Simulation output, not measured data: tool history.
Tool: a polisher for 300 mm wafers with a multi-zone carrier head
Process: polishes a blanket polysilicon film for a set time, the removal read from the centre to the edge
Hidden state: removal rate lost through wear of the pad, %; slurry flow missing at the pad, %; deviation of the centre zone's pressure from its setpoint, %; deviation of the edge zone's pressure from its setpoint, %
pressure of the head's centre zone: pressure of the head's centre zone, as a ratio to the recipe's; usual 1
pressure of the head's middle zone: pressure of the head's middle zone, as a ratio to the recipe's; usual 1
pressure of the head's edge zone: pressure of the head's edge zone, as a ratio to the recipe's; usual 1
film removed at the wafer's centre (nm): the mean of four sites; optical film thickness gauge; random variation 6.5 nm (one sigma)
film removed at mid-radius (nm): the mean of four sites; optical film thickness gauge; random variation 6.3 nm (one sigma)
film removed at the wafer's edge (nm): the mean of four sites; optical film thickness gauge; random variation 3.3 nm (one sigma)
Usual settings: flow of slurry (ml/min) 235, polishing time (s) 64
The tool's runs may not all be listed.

run   hour  flow of slurry (ml/min)  pressure of the head's centre zone  pressure of the head's middle zone  pressure of the head's edge zone  polishing time (s)  wafers since the last listed run  wafers polished on this pad  hours since the slurry nozzle was cleaned  hours since the centre zone pressure was calibrated  hours since the edge zone pressure was calibrated  hours since the carrier head's membrane was replaced  incoming thickness of the incoming film, nm  film removed at the wafer's centre (nm)  film removed at mid-radius (nm)  film removed at the wafer's edge (nm)
  1      0                      235                                   1                                   1                                 1                  64                                 0                          132                                      510.9                                               1188.2                                              735.3                                                 927.6                                       1672.5                                    440.8                            443.1                                  444.1
         8  -- edge zone pressure recalibrated
       8.8  -- slurry nozzle cleaned
         9  -- carrier head's membrane replaced by a new one
  2   10.9                      235                                   1                                   1                                 1                  64                                90                          222                                        2.1                                               1199.1                                                2.9                                                   1.9                                       1693.7                                    463.5                            471.9                                  460.8
  3   17.1                      235                                   1                                   1                                 1                  64                                70                          293                                        8.3                                               1205.3                                                9.1                                                   8.1                                         1666                                    463.6                            452.7                                  460.4
  4   26.8                      235                                   1                                   1                                 1                  64                               111                          404                                         18                                                 1215                                               18.8                                                  17.8                                       1660.2                                    464.6                            477.1                                  453.5
  5   38.1                      235                                   1                                   1                                 1                  52                               129                          534                                       29.3                                               1226.3                                               30.1                                                  29.1                                       1697.1                                      376                            364.6                                  380.3
  6   47.8                      235                                   1                                   1                                 1                  52                               111                          645                                         39                                                 1236                                               39.8                                                  38.8                                       1706.1                                    374.4                            377.9                                  376.9
      52.8  -- worn pad replaced by a new one, of another model than before
  7   55.7                      180                                1.03                                   1                                 1                  64                                44                           33                                       46.9                                               1243.9                                               47.7                                                  46.7                                       1684.9                                      468                              457                                  451.4
  8   65.4                      195                                   1                                0.94                                 1                  64                               111                          144                                       56.6                                               1253.6                                               57.4                                                  56.4                                       1712.5                                    451.9                            431.9                                  455.7
  9   78.1                      290                                1.06                                1.06                              0.97                  64                               145                          289                                       69.3                                               1266.3                                               70.1                                                  69.1                                       1681.8                                    494.4                            480.6                                  461.4
 10   90.1                      235                                 0.9                                   1                                 1                  64                               137                          427                                       81.3                                               1278.3                                               82.1                                                  81.1                                       1659.8                                    410.3                            459.2                                  461.3
      94.8  -- centre zone pressure recalibrated
 11  101.2                      235                                   1                                   1                                 1                  64                               104                          531                                       92.4                                                  6.4                                               93.2                                                  92.2                                       1699.2                                    460.2                            448.4                                  467.8
 12  109.2                      205                                   1                                0.94                              1.12                  64                                91                          622                                      100.4                                                 14.4                                              101.2                                                 100.2                                       1653.4                                    457.4                            442.7                                  481.1
 13    116                      235                                   1                                   1                                 1                  64                                77                          700                                      107.2                                                 21.2                                                108                                                   107                                       1687.7                                    460.6                            465.8                                    463
     124.8  -- worn pad replaced by a new one
 14  132.3                      235                                   1                                0.89                                 1                  83                               140                           85                                      123.5                                                 37.5                                              124.3                                                 123.3                                       1651.5                                    609.2                            552.5                                  603.2
 15  148.1                      160                                1.09                                   1                              0.93                  53                               180                          266                                      139.3                                                 53.3                                              140.1                                                 139.1                                       1667.3                                    412.2                            378.1                                  365.6
 16  163.8                      235                                   1                                   1                                 1                  64                               179                          446                                        155                                                   69                                              155.8                                                 154.8                                       1686.5                                    464.7                            467.7                                  462.7
 17  174.5                      275                                   1                                 1.1                                 1                  64                               122                          568                                      165.7                                                 79.7                                              166.5                                                 165.5                                       1670.9                                    456.8                            490.2                                  466.4
 18  189.4                      235                                   1                                 1.1                              0.93                  74                               170                          739                                      180.6                                                 94.6                                              181.4                                                 180.4                                       1675.1                                    518.4                            564.2                                  516.3
     197.5  -- worn pad replaced by a new one
 19  198.1                      295                                1.07                                   1                                 1                  64                                53                            6                                      189.3                                                103.3                                              190.1                                                 189.1                                       1683.1                                    494.8                            464.3                                  464.4
 20  204.3                      235                                   1                                1.09                                 1                  58                                70                           77                                      195.5                                                109.5                                              196.3                                                 195.3                                       1686.1                                    418.8                            439.1                                  417.9
 21  210.6                      235                                   1                                   1                                 1                  64                                72                          149                                      201.8                                                115.8                                              202.6                                                 201.6                                       1699.4                                    444.3                            459.6                                  465.3

Run 22 comes next. What will it give?
 22  236.2                      235                                   1                                   1                              0.88                  64                               293                          442                                      227.4                                                141.4                                              228.2                                                 227.2                                       1692.3                                        ?                                ?                                      ?

{"run 22": {"film removed at the wafer's centre (nm)": 448.1, "film removed at mid-radius (nm)": 475.1, "film removed at the wafer's edge (nm)": 442.6}}
Without the tool's hidden state the same run would have given film removed at the wafer's centre (nm) 450.8, film removed at mid-radius (nm) 477.6, film removed at the wafer's edge (nm) 444.3.
